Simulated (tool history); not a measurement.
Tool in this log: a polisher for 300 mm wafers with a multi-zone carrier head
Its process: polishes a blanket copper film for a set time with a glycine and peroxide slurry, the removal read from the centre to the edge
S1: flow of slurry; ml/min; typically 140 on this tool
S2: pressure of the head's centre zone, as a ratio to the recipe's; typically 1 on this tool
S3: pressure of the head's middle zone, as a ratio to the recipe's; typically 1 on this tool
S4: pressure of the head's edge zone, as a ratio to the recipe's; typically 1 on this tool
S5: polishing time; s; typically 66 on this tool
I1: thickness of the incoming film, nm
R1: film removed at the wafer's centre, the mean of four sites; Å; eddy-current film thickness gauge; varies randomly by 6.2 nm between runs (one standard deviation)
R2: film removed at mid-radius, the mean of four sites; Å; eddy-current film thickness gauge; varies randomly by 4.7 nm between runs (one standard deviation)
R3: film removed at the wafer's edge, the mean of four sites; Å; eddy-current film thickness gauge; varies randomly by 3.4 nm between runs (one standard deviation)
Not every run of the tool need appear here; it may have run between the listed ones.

run,hour,S1,S2,S3,S4,S5,I1,R1,R2,R3
1,0,140,1,1,1,66,2090.8,4336,4305,4298
2,17.2,140,1,1,1,66,2115,4212,4294,4221
3,24.7,140,1,1,1,73,2066,4812,4618,4649
# hour 30.5: worn pad replaced by a new one
4,33.5,140,1,1,1,73,2058.3,5204,5162,5118
5,49,140,1,1,1,73,2097.2,4926,4868,4869
6,63.9,140,1,1,1,66,2099.5,4261,4291,4269
7,78.2,140,1,1,1,66,2072.8,4365,4210,4193
# hour 90.5: carrier head's membrane replaced by a new one
8,91,170,1,1,1,49,2083,3326,3235,3223
9,93.8,140,1,1,1,56,2108.7,3591,3584,3555
# hour 97.1: edge zone pressure recalibrated
# hour 105.9: worn pad replaced by a new one
10,107.6,140,1.04,1,1,66,2062.7,4947,4594,4568
11,118.4,140,1,1,1,66,2068.5,4492,4404,4365
# hour 122.4: slurry nozzle cleaned
12,124.5,140,1,1,0.93,88,2059.2,5807,5769,5553
# hour 127.8: centre zone pressure recalibrated
13,142.3,140,1,1,1,66,2085.9,4304,4261,4199
# hour 170.9: worn pad replaced by a new one
14,182.8,140,0.92,1,1,66,2076.7,4155,4457,4424
15,192.5,140,1,1,1,66,2094.7,4495,4376,4319

Branching from run 15: 5 alternative next runs. What would each branch give?
A,192.9,170,1,1,1,66,2102.2,?,?,?
B,192.9,140,1,0.9,1.12,66,2102.2,?,?,?
C,192.9,140,1.07,0.89,0.89,66,2102.2,?,?,?
D,192.9,185,0.92,1,0.92,66,2102.2,?,?,?
E,192.9,140,1.03,1,1.11,66,2102.2,?,?,?

run,R1,R2,R3
A,4637,4536,4478
B,4435,4013,4613
C,4747,3978,4129
D,4332,4604,4350
E,4572,4362,4586
Had the tool no hidden state, the same runs would have come out as:
run,R1,R2,R3
A,5064,4954,4891
B,4844,4383,5038
C,5185,4345,4510
D,4732,5029,4752
E,4994,4765,5009

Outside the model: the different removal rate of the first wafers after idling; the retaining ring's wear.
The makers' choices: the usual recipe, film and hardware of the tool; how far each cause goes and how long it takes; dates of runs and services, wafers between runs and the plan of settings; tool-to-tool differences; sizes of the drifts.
